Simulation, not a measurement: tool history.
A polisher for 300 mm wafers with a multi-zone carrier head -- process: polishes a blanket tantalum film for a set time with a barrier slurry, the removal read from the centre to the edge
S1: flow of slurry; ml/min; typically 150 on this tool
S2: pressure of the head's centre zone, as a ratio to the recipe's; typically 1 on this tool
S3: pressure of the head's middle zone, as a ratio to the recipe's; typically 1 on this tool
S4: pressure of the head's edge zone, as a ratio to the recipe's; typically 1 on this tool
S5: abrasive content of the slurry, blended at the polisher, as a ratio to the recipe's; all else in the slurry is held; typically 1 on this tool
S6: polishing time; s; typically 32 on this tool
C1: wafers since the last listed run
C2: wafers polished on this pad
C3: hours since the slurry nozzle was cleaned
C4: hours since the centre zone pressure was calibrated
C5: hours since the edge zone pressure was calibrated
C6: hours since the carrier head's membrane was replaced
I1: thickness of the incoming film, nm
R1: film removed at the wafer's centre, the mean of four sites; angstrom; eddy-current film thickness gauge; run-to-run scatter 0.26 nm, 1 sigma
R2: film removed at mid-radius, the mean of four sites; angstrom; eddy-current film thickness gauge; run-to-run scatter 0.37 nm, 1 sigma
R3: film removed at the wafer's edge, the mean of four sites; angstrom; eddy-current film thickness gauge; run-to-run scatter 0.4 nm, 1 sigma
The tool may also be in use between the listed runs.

run   hour   S1    S2    S3    S4    S5  S6   C1    C2     C3     C4      C5      C6     I1   R1   R2   R3
  1      0  150     1     1     1     1  32    0  1891  132.5  549.6   646.7   588.2    273  372  377  384
      14.9  -- worn pad replaced by a new one
  2   45.3  150     1     1     1     1  32  511   376  177.8  594.9     692   633.5  267.9  365  384  377
      96.7  -- slurry nozzle cleaned
  3  110.4  150     1     1     1     1  32  793  1169   13.7    660   757.1   698.6  269.5  364  378  378
  4    166  150     1     1     1     1  32  688  1857   69.3  715.6   812.7   754.2  268.3  368  383  383
     179.8  -- worn pad replaced by a new one
  5  235.3  150     1     1     1     1  32  808   686  138.6  784.9     882   823.5  269.7  361  381  382
  6  274.4  150     1     1     1     1  32  483  1169  177.7    824   921.1   862.6  269.3  366  376  372
     324.6  -- slurry nozzle cleaned
     326.5  -- worn pad replaced by a new one
  7  334.3  150     1     1     1     1  32  704    95    9.7  883.9     981   922.5  267.7  356  375  386
  8  374.1  150     1     1     1     1  32  492   588   49.5  923.7  1020.8   962.3  273.4  356  385  380
     381.9  -- edge zone pressure recalibrated
     404.6  -- centre zone pressure recalibrated
  9  431.1  150     1     1     1     1  32  655  1244  106.5   26.5    49.2  1019.3  265.3  366  385  385
     476.3  -- worn pad replaced by a new one
 10  489.6  150   0.9     1  0.92  1.15  28  674   164    165     85   107.7  1077.8    272  300  347  327
 11  517.6  170     1  1.07     1  0.75  29  346   510    193    113   135.7  1105.8  266.7  318  344  324
 12  570.1  150     1     1     1     1  32  649  1160  245.5  165.5   188.2  1158.3  268.6  369  385  384
     581.1  -- carrier head's membrane replaced by a new one, of another model than before
     610.4  -- slurry nozzle cleaned
 13  611.2  150     1     1  0.94     1  32  434  1594    0.8  206.6   229.3    30.1  269.3  361  387  376
     628.8  -- worn pad replaced by a new one
 14  657.1  180     1  0.88     1  1.25  25  518   350   46.7  252.5   275.2      76  270.6  310  281  322
 15  716.2  150     1     1     1     1  32  731  1081  105.8  311.6   334.3   135.1  268.2  367  374  382
 16  745.7  150  0.94     1     1     1  29  365  1446  135.3  341.1   363.8   164.6  267.7  295  344  346
     777.9  -- worn pad replaced by a new one
 17  781.8  150     1  0.91  1.09     1  29  397    48  171.4  377.2   399.9   200.7  274.3  331  311  353
 18    835  150     1  1.06     1  1.25  32  658   707  224.6  430.4   453.1   253.9  270.4  379  427  398

For some of the steps in R1 from one run to the next: how much would appear even if the tool had no hidden state, given the settings, what came in and random variation, and how much remains for the hidden state plus any gauge scatter that the measured result and the result without hidden state don't share?
The tool's hidden condition here consists of: removal rate lost through wear of the pad, %; slurry flow missing at the pad, %; deviation of the centre zone's pressure from its setpoint, %; deviation of the edge zone's pressure from its setpoint, %.
Run 8 -> 9: edge zone pressure recalibrated, centre zone pressure recalibrated. R1 +10 angstrom: hidden state +9, all else +1.
Run 15 -> 16: S2 1 -> 0.94, S6 32 -> 29. R1 -72 angstrom: hidden state +2, all else -74.
